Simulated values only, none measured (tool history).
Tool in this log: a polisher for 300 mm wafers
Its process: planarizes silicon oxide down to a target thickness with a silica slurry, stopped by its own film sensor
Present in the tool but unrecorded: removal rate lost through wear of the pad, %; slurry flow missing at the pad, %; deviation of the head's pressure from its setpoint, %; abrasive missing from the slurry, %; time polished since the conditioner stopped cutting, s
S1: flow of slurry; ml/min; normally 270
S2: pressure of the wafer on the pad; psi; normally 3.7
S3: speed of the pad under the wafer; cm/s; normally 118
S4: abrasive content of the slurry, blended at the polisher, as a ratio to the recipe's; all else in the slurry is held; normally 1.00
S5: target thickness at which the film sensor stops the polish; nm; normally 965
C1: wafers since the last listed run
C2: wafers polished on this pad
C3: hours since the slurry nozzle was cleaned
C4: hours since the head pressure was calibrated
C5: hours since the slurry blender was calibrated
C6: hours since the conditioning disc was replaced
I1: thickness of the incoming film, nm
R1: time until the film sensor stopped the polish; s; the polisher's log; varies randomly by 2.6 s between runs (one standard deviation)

run	hour	S1	S2	S3	S4	S5	C1	C2	C3	C4	C5	C6	I1	R1
1	0.0	270	3.2	142	0.75	965	0	4875	166.3	505.5	140.6	283.3	1321.2	141.6
2	46.6	270	3.7	118	1.00	965	470	5346	212.9	552.1	187.2	329.9	1349.5	132.6
# hour 80.4: worn pad replaced by a new one
3	100.3	270	3.2	118	1.00	965	501	200	266.6	605.8	240.9	383.6	1339.4	144.1
4	166.4	270	3.7	138	1.15	965	666	867	332.7	671.9	307.0	449.7	1343.5	110.9
5	196.9	270	3.7	118	1.00	903	307	1175	363.2	702.4	337.5	480.2	1346.8	158.2
# hour 224.4: head pressure recalibrated
6	237.7	270	3.7	118	1.00	965	391	1566	404.0	13.3	378.3	521.0	1312.2	125.5
# hour 240.0: conditioning disc replaced and pad reconditioned
7	263.0	270	3.7	100	1.00	842	235	1801	429.3	38.6	403.6	23.0	1303.6	192.4
8	295.1	335	3.7	154	0.90	965	323	2125	461.4	70.7	435.7	55.1	1323.5	108.5
9	359.7	340	3.7	118	1.00	965	651	2777	526.0	135.3	500.3	119.7	1325.6	129.8
# hour 407.7: slurry blender recalibrated
# hour 441.9: slurry nozzle cleaned
10	548.6	270	5.0	158	0.80	1021	1875	4653	106.7	324.2	140.9	308.6	1335.6	84.8
11	604.1	270	2.5	82	1.15	965	560	5213	162.2	379.7	196.4	364.1	1353.1	213.1
# hour 656.8: worn pad replaced by a new one
12	674.4	270	3.7	118	1.00	965	668	177	232.5	450.0	266.7	434.4	1330.0	130.9
13	714.1	270	3.2	118	0.75	965	400	577	272.2	489.7	306.4	474.1	1340.9	173.8
# hour 760.4: conditioning disc replaced and pad reconditioned
14	768.4	270	3.7	118	1.00	965	527	1105	326.5	544.0	360.7	8.0	1331.3	132.2
15	839.4	205	3.2	118	0.80	965	716	1821	397.5	615.0	431.7	79.0	1336.3	171.4
16	890.5	270	4.9	118	0.80	965	515	2337	448.6	666.1	482.8	130.1	1326.3	126.0
# hour 935.3: slurry blender recalibrated
17	940.7	270	3.7	118	1.00	965	486	2823	498.8	716.3	5.4	180.3	1355.8	134.0
18	982.0	330	4.8	82	0.85	965	416	3240	540.1	757.6	46.7	221.6	1338.8	165.4
# hour 994.6: head pressure recalibrated
19	1026.9	270	3.7	118	1.00	965	432	3673	585.0	32.3	91.6	266.5	1338.9	138.7
# hour 1060.1: slurry nozzle cleaned
20	1084.7	270	3.7	118	1.00	965	573	4246	24.6	90.1	149.4	324.3	1312.5	124.5
21	1124.3	270	3.7	118	1.00	965	399	4646	64.2	129.7	189.0	363.9	1352.7	140.9
22	1184.7	190	3.7	82	0.85	965	609	5255	124.6	190.1	249.4	424.3	1331.2	196.9
23	1258.9	270	3.7	118	1.00	965	748	6004	198.8	264.3	323.6	498.5	1345.6	138.5
# hour 1288.0: worn pad replaced by a new one
24	1288.5	270	3.7	118	1.00	907	258	5	228.4	293.9	353.2	528.1	1309.4	140.3

Each row is a separate what-if for the run after 24, all from the same tool condition, not one after another. Results?
A	1289.0	270	2.6	118	1.00	965	5	10	228.9	294.4	353.7	528.6	1304.8	?
B	1289.0	300	3.7	80	1.00	1033	5	10	228.9	294.4	353.7	528.6	1304.8	?
C	1289.0	325	2.5	118	0.80	965	5	10	228.9	294.4	353.7	528.6	1304.8	?
D	1289.0	315	2.5	156	1.00	1039	5	10	228.9	294.4	353.7	528.6	1304.8	?
E	1289.0	270	4.6	140	0.85	1047	5	10	228.9	294.4	353.7	528.6	1304.8	?

run	R1
A	149.3
B	132.9
C	170.3
D	94.2
E	77.4
With no hidden state in the tool, these same runs would have given:
run	R1
A	149.3
B	132.9
C	170.3
D	94.2
E	77.4
